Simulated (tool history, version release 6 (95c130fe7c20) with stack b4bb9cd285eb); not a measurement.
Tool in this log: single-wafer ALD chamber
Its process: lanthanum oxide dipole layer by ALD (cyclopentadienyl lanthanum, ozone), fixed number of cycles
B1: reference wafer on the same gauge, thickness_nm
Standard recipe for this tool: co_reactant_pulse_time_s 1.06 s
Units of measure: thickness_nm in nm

Run 1, day 0: usual settings but co_reactant_pulse_time_s 0.91 s; B1 0.473. Result: thickness_nm 0.431 nm.
Run 2, day 1: usual settings but co_reactant_pulse_time_s 1.29 s; B1 0.473. Result: thickness_nm 0.502 nm.
Run 3, day 4.679: usual settings but co_reactant_pulse_time_s 1.29 s; B1 0.474. Result: thickness_nm 0.502 nm.
Run 4, day 7.179: usual settings but co_reactant_pulse_time_s 0.82 s; B1 0.474. Result: thickness_nm 0.397 nm.
At day 9.862: gauge calibrated.
Run 5, day 9.992: usual settings but co_reactant_pulse_time_s 0.82 s; B1 0.468. Result: thickness_nm 0.393 nm.
At day 10.85: ozone generator serviced.
At day 13.021: thermocouple changed; heater temperature recalibrated.
At day 13.383: showerhead replaced.
Run 6, day 14.188: usual settings but co_reactant_pulse_time_s 0.87 s; B1 0.471. Result: thickness_nm 0.416 nm.
Run 7, day 17.121: usual settings but co_reactant_pulse_time_s 1.33 s; B1 0.472. Result: thickness_nm 0.502 nm.
Run 8, day 19.938: usual settings; B1 0.473. Result: thickness_nm 0.469 nm.
Run 9, day 21.1: usual settings but co_reactant_pulse_time_s 0.84 s; B1 0.474. Result: thickness_nm 0.405 nm.
Run 10, day 22.45: usual settings; B1 0.474. Result: thickness_nm 0.469 nm.
Run 11, day 24.096: usual settings but co_reactant_pulse_time_s 0.67 s; B1 0.474. Result: thickness_nm 0.319 nm.
Run 12, day 25.908: usual settings but co_reactant_pulse_time_s 1.25 s; B1 0.474. Result: thickness_nm 0.5 nm.
Run 13, day 27.338: usual settings but co_reactant_pulse_time_s 0.83 s; B1 0.475. Result: thickness_nm 0.402 nm.
Run 14, day 29.642: usual settings but co_reactant_pulse_time_s 0.64 s; B1 0.475. Result: thickness_nm 0.298 nm.

Below, some changes in thickness_nm between adjacent runs. For each, the amount present without the hidden state too (settings, incoming material, random variation) and the amount remaining for the hidden state with gauge scatter not shared by both compared results:
The tool's hidden condition here consists of: wafer temperature above the value expected at the setpoint (K); ozone dose above that of a generator just serviced (%); gauge reads high (%).
Run 4 -> 5: gauge calibrated. thickness_nm -0.004 nm: hidden state -0.005, all else +0.001.
Run 11 -> 12: co_reactant_pulse_time_s 0.67 -> 1.25. thickness_nm +0.181 nm: hidden state +0.002, all else +0.179.
